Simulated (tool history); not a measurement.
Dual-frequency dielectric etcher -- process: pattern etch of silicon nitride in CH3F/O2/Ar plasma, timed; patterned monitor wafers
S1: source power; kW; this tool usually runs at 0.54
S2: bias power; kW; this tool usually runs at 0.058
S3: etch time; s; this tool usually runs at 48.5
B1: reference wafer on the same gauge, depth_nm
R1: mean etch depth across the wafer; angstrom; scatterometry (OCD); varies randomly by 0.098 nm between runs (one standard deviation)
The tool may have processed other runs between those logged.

| run | hour | S1 | S2 | S3 | B1 | R1 |
|---|---|---|---|---|---|---|
| 1 | 0 | 0.54 | 0.058 | 48.5 | 35.5 | 358.9 |
| 2 | 37.4 | 0.43 | 0.058 | 48.5 | 35.51 | 340.1 |
| 3 | 39.7 | 0.43 | 0.058 | 48.5 | 35.49 | 338.8 |
| 4 | 60.7 | 0.54 | 0.058 | 48.5 | 35.49 | 370.7 |
| 5 | 96.5 | 0.54 | 0.058 | 48.5 | 35.52 | 368.9 |
| 6 | 125.6 | 0.54 | 0.058 | 48.5 | 35.49 | 369.3 |
| 7 | 149 | 0.54 | 0.058 | 48.5 | 35.5 | 368.7 |
| 8 | 191 | 0.54 | 0.058 | 40.5 | 35.49 | 305.5 |
| 9 | 226.7 | 0.54 | 0.065 | 48.5 | 35.47 | 384.6 |
| 10 | 260.7 | 0.54 | 0.058 | 53 | 35.51 | 399.7 |
| 11 | 289.4 | 0.54 | 0.058 | 48.5 | 35.52 | 366.1 |
| 12 | 312.1 | 0.66 | 0.063 | 37 | 35.49 | 310.3 |
| 13 | 358.1 | 0.54 | 0.058 | 39.5 | 35.5 | 296 |
| 14 | 370.7 | 0.54 | 0.058 | 48.5 | 35.51 | 360.9 |
| 15 | 403.8 | 0.54 | 0.058 | 48.5 | 35.48 | 361.1 |
| 16 | 423.6 | 0.54 | 0.066 | 39 | 35.51 | 306.2 |
| 17 | 444.5 | 0.46 | 0.058 | 48.5 | 35.51 | 339 |
| 18 | 457.8 | 0.54 | 0.058 | 61.5 | 35.47 | 456.6 |
| 19 | 488.1 | 0.54 | 0.046 | 38 | 35.49 | 255.4 |
| 20 | 513.7 | 0.65 | 0.062 | 62 | 35.47 | 506.6 |
| 21 | 541.7 | 0.66 | 0.048 | 38 | 35.49 | 288.4 |
| 22 | 558 | 0.54 | 0.058 | 48.5 | 35.48 | 370.6 |
| 23 | 591.8 | 0.54 | 0.058 | 48.5 | 35.52 | 369.9 |
| 24 | 621.4 | 0.46 | 0.05 | 44.5 | 35.48 | 299.1 |
| 25 | 656.3 | 0.59 | 0.071 | 48.5 | 35.49 | 417.4 |
| 26 | 674.8 | 0.64 | 0.058 | 48.5 | 35.51 | 392.2 |
| 27 | 706 | 0.54 | 0.065 | 35.5 | 35.48 | 283 |
| 28 | 725.3 | 0.59 | 0.071 | 48.5 | 35.47 | 412.8 |
| 29 | 756.5 | 0.41 | 0.058 | 48.5 | 35.52 | 330.7 |
| 30 | 780.2 | 0.54 | 0.058 | 48.5 | 35.54 | 364.9 |

Removed from this log: 6 entries logged between the listed runs. Between which two listed runs does each belong, and how does the tool's hidden state at the listed run before it compare with that at the listed run after it?
After run 1, before run 2: wet clean of the chamber (hour 36.9)
  etch rate over this chamber's usual, %: -2.73 -> 0.148; source power that arrives over what is set, %: -2.18 -> -2.28
  measured value less the no-hidden-state value, R1: -13.1 -> -2.4 angstrom
After run 12, before run 13: upper electrode replaced (hour 357.6)
  etch rate over this chamber's usual, %: -1.23 -> -1.46; source power that arrives over what is set, %: -3.07 -> -3.21
  measured value less the no-hidden-state value, R1: -7.5 -> -8.1 angstrom
After run 15, before run 16: gauge calibrated (hour 413.1)
  etch rate over this chamber's usual, %: -1.69 -> -1.79; source power that arrives over what is set, %: -3.36 -> -3.42
  measured value less the no-hidden-state value, R1: -10.8 -> -9.6 angstrom
After run 16, before run 17: bias power generator calibrated (hour 435.2)
  etch rate over this chamber's usual, %: -1.79 -> -1.89; source power that arrives over what is set, %: -3.42 -> -3.49
  measured value less the no-hidden-state value, R1: -9.6 -> -11.1 angstrom
After run 20, before run 21: source power generator calibrated (hour 518.6); wet clean of the chamber (hour 541.2)
  etch rate over this chamber's usual, %: -2.24 -> -0.445; source power that arrives over what is set, %: -3.72 -> -0.155
  measured value less the no-hidden-state value, R1: -19 -> -1.5 angstrom

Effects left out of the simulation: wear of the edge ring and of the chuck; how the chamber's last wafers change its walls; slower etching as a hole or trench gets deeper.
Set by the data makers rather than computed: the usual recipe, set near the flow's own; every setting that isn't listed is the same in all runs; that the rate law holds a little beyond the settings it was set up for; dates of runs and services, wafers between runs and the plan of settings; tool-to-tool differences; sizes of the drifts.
